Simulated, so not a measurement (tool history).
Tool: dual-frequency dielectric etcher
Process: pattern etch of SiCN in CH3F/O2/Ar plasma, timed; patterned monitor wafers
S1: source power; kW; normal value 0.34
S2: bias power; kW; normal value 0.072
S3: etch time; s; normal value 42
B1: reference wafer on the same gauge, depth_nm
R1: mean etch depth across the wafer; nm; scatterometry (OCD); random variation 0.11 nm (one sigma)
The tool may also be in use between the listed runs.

run	hour	S1	S2	S3	B1	R1
1	0	0.29	0.081	42	17.46	16.18
2	8.1	0.29	0.081	42	17.47	16.29
3	15.9	0.34	0.072	42	17.53	15.91
4	23.2	0.34	0.066	42	17.51	15.23
5	33.3	0.37	0.072	42	17.48	16.14
6	44	0.37	0.072	42	17.43	15.96
7	55.8	0.37	0.072	42	17.46	16.11
8	66.9	0.34	0.072	42	17.55	15.66
9	81.8	0.34	0.072	42	17.48	15.99
10	99.2	0.34	0.072	42	17.53	15.9
# hour 105.2: source power generator calibrated
11	111.3	0.4	0.072	42	17.5	16.53
12	119.6	0.34	0.072	37	17.48	14.01
# hour 152.1: upper electrode replaced
13	152.6	0.34	0.072	42	17.55	15.76
14	152.9	0.4	0.072	42	17.49	16.54
15	156.6	0.26	0.072	54	17.54	19.19
# hour 167.1: bias power generator calibrated
# hour 170: gauge calibrated
# hour 202.9: wet clean of the chamber
16	203.4	0.34	0.072	42	17.53	15.82
17	203.7	0.3	0.083	42	17.52	16.4
18	247.2	0.29	0.072	48.5	17.51	17.8
19	264.8	0.3	0.066	34	17.46	11.91
20	274.4	0.37	0.055	37	17.52	12.48
21	289.9	0.31	0.072	31	17.46	11.42
22	302.9	0.32	0.057	37	17.49	12.46

4 options for the next run, each taken on its own from the tool as it stands now. Forecast them:
A	303.3	0.34	0.09	42	?	?
B	303.3	0.34	0.086	29.5	?	?
C	303.3	0.41	0.054	33	?	?
D	303.3	0.34	0.072	48.5	?	?

run	B1	R1
A	17.5	17.63
B	17.5	12.12
C	17.5	11.35
D	17.5	18.3
Take away the tool's hidden state, keep each run's random variation, and the runs would have read:
run	R1
A	17.63
B	12.12
C	11.35
D	18.3

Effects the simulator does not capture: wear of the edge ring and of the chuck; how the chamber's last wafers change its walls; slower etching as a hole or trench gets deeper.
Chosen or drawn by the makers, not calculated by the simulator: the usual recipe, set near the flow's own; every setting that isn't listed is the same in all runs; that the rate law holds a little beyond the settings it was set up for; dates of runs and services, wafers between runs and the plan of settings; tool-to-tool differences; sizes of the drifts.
